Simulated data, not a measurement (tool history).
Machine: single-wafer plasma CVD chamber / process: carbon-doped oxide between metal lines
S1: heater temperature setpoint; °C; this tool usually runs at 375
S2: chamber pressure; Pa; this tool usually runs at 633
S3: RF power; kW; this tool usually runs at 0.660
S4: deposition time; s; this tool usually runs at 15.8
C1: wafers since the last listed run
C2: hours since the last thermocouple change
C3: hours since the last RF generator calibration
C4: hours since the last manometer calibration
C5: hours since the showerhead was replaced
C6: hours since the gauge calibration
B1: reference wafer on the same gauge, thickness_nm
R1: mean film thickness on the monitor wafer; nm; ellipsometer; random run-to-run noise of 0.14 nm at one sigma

run   hour   S1   S2     S3    S4   C1      C2      C3      C4      C5     C6      B1       R1
  1    0.0  375  633  0.660  15.8    0  3042.3   967.3  2011.3  2049.7  168.5  81.120   88.373
  2   11.7  375  633  0.660  15.8  207  3054.0   979.0  2023.0  2061.4  180.2  81.122   88.508
  3   23.0  375  633  0.660  15.8  200  3065.3   990.3  2034.3  2072.7  191.5  81.101   88.485
  4   40.4  375  633  0.660  15.8  309  3082.7  1007.7  2051.7  2090.1  208.9  81.112   88.297
  5   48.3  375  633  0.660  15.8  140  3090.6  1015.6  2059.6  2098.0  216.8  81.097   88.226
  6   63.4  375  527  0.660  15.8  268  3105.7  1030.7  2074.7  2113.1  231.9  81.056   86.269
  7   78.3  375  527  0.660  15.8  264  3120.6  1045.6  2089.6  2128.0  246.8  81.114   86.131
  8   90.0  375  527  0.660  15.8  207  3132.3  1057.3  2101.3  2139.7  258.5  81.068   86.025
     100.0  -- showerhead replaced
  9  101.4  383  633  0.660  15.8   60  3143.7  1068.7  2112.7     1.4  269.9  81.129   86.726
     113.5  -- capacitance manometer re-zeroed and calibrated
 10  117.0  383  633  0.660  15.8  135  3159.3  1084.3     3.5    17.0  285.5  81.129   86.576
 11  130.4  383  633  0.660  15.8  238  3172.7  1097.7    16.9    30.4  298.9  81.127   86.662
 12  144.3  375  633  0.660  15.8  247  3186.6  1111.6    30.8    44.3  312.8  81.102   88.054
 13  158.0  375  633  0.660  15.8  243  3200.3  1125.3    44.5    58.0  326.5  81.075   87.731
 14  165.0  370  633  0.660  15.8  124  3207.3  1132.3    51.5    65.0  333.5  81.062   88.657
 15  178.6  375  633  0.660  15.8  241  3220.9  1145.9    65.1    78.6  347.1  81.063   87.588
 16  191.7  389  633  0.660  15.8  232  3234.0  1159.0    78.2    91.7  360.2  81.087   85.281
 17  198.8  375  633  0.660  15.8  126  3241.1  1166.1    85.3    98.8  367.3  81.140   87.552
     205.8  -- gauge calibrated
 18  228.0  368  559  0.660  15.8  518  3270.3  1195.3   114.5   128.0   22.2  81.050   87.103
 19  237.2  375  633  0.720  14.6  163  3279.5  1204.5   123.7   137.2   31.4  81.063   85.119
 20  249.3  375  633  0.660  14.8  215  3291.6  1216.6   135.8   149.3   43.5  81.068   82.063
     265.0  -- RF generator calibrated
 21  265.5  382  633  0.660  14.4  145  3307.8     0.5   152.0   165.5   59.7  81.100   81.259
     307.4  -- thermocouple changed; heater temperature recalibrated
 22  307.9  375  561  0.740  15.8  611     0.5    42.9   194.4   207.9  102.1  81.128   94.579
 23  313.0  375  633  0.660  15.8   90     5.6    48.0   199.5   213.0  107.2  81.132   90.324
 24  328.8  375  633  0.660  15.8  280    21.4    63.8   215.3   228.8  123.0  81.030   89.956
 25  343.3  375  679  0.790  15.8  257    35.9    78.3   229.8   243.3  137.5  81.132  100.399
 26  352.8  375  633  0.660  15.8  168    45.4    87.8   239.3   252.8  147.0  81.128   89.726
 27  369.5  375  633  0.660  15.8  296    62.1   104.5   256.0   269.5  163.7  81.145   90.204
 28  385.5  375  633  0.660  16.6  284    78.1   120.5   272.0   285.5  179.7  81.124   94.346
 29  400.8  382  687  0.580  13.0  271    93.4   135.8   287.3   300.8  195.0  81.121   69.098
 30  435.0  361  633  0.660  15.8  607   127.6   170.0   321.5   335.0  229.2  81.143   92.687

Subtracting, for every run, the result it would have given without the tool's unlogged condition from the measured result gives the following. The same run-to-run variation enters both numbers; the gauge's scatter may not:
Hidden state at play: wafer temperature above the value expected at the setpoint (K); delivered RF power above the setpoint (%); true pressure above the setpoint (%); gauge reads high (%).
run      R1
  1  -2.309
  2  -2.361
  3  -2.406
  4  -2.474
  5  -2.507
  6  -2.514
  7  -2.575
  8  -2.622
  9  -2.694
 10  -2.759
 11  -2.824
 12  -2.935
 13  -2.988
 14  -3.054
 15  -3.084
 16  -3.065
 17  -3.182
 18  -3.312
 19  -3.230
 20  -3.224
 21  -0.691
 22  -0.809
 23  -0.773
 24  -0.774
 25  -0.868
 26  -0.779
 27  -0.790
 28  -0.833
 29  -0.630
 30  -0.848
